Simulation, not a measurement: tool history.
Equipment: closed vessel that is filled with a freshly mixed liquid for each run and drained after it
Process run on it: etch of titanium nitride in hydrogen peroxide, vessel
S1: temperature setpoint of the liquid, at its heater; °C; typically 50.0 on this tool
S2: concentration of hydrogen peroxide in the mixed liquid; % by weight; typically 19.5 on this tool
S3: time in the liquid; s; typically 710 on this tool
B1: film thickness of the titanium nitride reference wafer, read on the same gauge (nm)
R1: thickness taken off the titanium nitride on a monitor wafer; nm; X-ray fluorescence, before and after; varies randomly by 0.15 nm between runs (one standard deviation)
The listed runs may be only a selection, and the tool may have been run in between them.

run	hour	S1	S2	S3	B1	R1
1	0.0	50.0	19.5	505	59.97	27.20
2	81.1	50.0	19.5	505	60.01	27.21
3	163.4	58.0	19.5	710	59.99	67.23
4	237.6	58.0	19.5	710	60.05	67.46
# hour 336.4: peroxide flow meter replaced
5	337.6	50.0	19.5	710	60.01	38.33
6	416.4	50.0	19.5	710	60.01	38.20
7	470.6	50.0	19.5	710	60.01	38.23
8	560.5	50.0	19.5	710	60.02	38.15
# hour 611.9: new drum of peroxide connected
9	627.9	50.0	17.5	710	59.99	37.94
10	729.9	46.5	19.5	415	59.98	17.44
11	781.8	50.0	19.5	890	60.00	48.20
12	859.5	59.5	24.5	1075	59.99	119.95
# hour 926.4: thermometer replaced
13	937.6	47.5	19.5	505	60.01	22.95
14	1018.3	50.0	25.0	1010	59.95	58.08
15	1123.6	50.0	19.5	710	59.97	38.44
16	1173.8	42.0	25.0	875	59.98	27.60
17	1278.5	56.0	22.0	1010	60.00	85.52
18	1316.2	50.0	19.5	710	60.01	38.60
# hour 1337.9: gauge calibrated
19	1400.4	50.0	15.5	1075	59.97	55.25
20	1452.1	42.0	24.5	710	60.04	22.29
21	1516.0	46.5	22.0	710	60.02	30.28
22	1588.1	47.5	19.5	505	59.99	22.73
23	1669.1	60.0	19.5	350	59.99	38.22
24	1730.8	44.0	23.0	500	59.99	17.95
25	1834.1	46.5	15.5	710	60.02	28.23
26	1890.8	50.0	19.5	710	59.96	38.08
# hour 1961.5: new drum of peroxide connected
27	1992.5	42.0	19.5	450	60.02	13.60
28	2079.0	57.0	19.5	985	59.97	88.17
29	2121.3	50.0	23.0	710	60.01	40.22

Branching from run 29: 4 alternative next runs. What would each branch give?
A	2122.1	50.0	19.5	710	?	?
B	2122.1	50.0	22.5	975	?	?
C	2122.1	58.5	25.0	710	?	?
D	2122.1	50.0	19.5	915	?	?

run	B1	R1
A	60.02	38.67
B	60.02	54.76
C	60.02	74.21
D	60.02	49.84
Without the tool's unlogged condition, the same runs would have read:
run	R1
A	38.76
B	54.89
C	74.39
D	49.96
